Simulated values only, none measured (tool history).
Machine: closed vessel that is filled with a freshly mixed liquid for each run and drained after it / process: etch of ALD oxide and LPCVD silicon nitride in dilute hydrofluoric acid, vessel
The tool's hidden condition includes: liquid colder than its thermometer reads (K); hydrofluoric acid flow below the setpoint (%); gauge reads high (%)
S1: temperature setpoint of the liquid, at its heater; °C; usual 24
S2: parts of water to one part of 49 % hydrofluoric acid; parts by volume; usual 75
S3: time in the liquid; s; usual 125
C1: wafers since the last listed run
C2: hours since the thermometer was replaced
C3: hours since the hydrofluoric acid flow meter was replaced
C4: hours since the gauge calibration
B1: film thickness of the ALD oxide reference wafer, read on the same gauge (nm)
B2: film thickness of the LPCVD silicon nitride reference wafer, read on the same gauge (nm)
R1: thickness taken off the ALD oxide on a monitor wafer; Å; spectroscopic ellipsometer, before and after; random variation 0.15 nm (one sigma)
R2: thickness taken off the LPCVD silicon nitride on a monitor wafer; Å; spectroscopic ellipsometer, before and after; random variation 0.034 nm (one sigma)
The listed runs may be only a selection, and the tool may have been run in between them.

run 1 hour=0 | S1=25.5 S2=75 S3=125 | C1=0 C2=1846.6 C3=1044.4 C4=278.6 | B1=109.99 B2=40.013 | R1=377.7 R2=8.15
run 2 hour=227.4 | S1=26.5 S2=65 S3=125 | C1=21179 C2=2074 C3=1271.8 C4=506 | B1=109.99 B2=39.977 | R1=458.2 R2=10.7
run 3 hour=277.3 | S1=26.5 S2=65 S3=125 | C1=4647 C2=2123.9 C3=1321.7 C4=555.9 | B1=110 B2=40.003 | R1=461.3 R2=10.14
run 4 hour=351.7 | S1=26.5 S2=65 S3=125 | C1=6929 C2=2198.3 C3=1396.1 C4=630.3 | B1=109.99 B2=39.978 | R1=458.7 R2=10.25
run 5 hour=427.8 | S1=24 S2=75 S3=125 | C1=7087 C2=2274.4 C3=1472.2 C4=706.4 | B1=109.98 B2=40.012 | R1=353.2 R2=7.74
run 6 hour=518.1 | S1=24 S2=75 S3=125 | C1=8410 C2=2364.7 C3=1562.5 C4=796.7 | B1=110 B2=40.047 | R1=351 R2=7.44
run 7 hour=612.6 | S1=24 S2=75 S3=125 | C1=8801 C2=2459.2 C3=1657 C4=891.2 | B1=110.01 B2=39.99 | R1=349.1 R2=7.2
run 8 hour=736.1 | S1=24 S2=75 S3=125 | C1=11502 C2=2582.7 C3=1780.5 C4=1014.7 | B1=109.99 B2=39.989 | R1=350.3 R2=8

Expected results for the next run?
run 9 hour=795.9 | S1=24 S2=105 S3=125 | C1=5569 C2=2642.5 C3=1840.3 C4=1074.5 | B1=? B2=? | R1=? R2=?

{"run 9": {"B1": 110.02, "B2": 40.023, "R1": 240, "R2": 5.81}}
With no hidden state in the tool, this same run would have given R1 256 Å, R2 6.47 Å.

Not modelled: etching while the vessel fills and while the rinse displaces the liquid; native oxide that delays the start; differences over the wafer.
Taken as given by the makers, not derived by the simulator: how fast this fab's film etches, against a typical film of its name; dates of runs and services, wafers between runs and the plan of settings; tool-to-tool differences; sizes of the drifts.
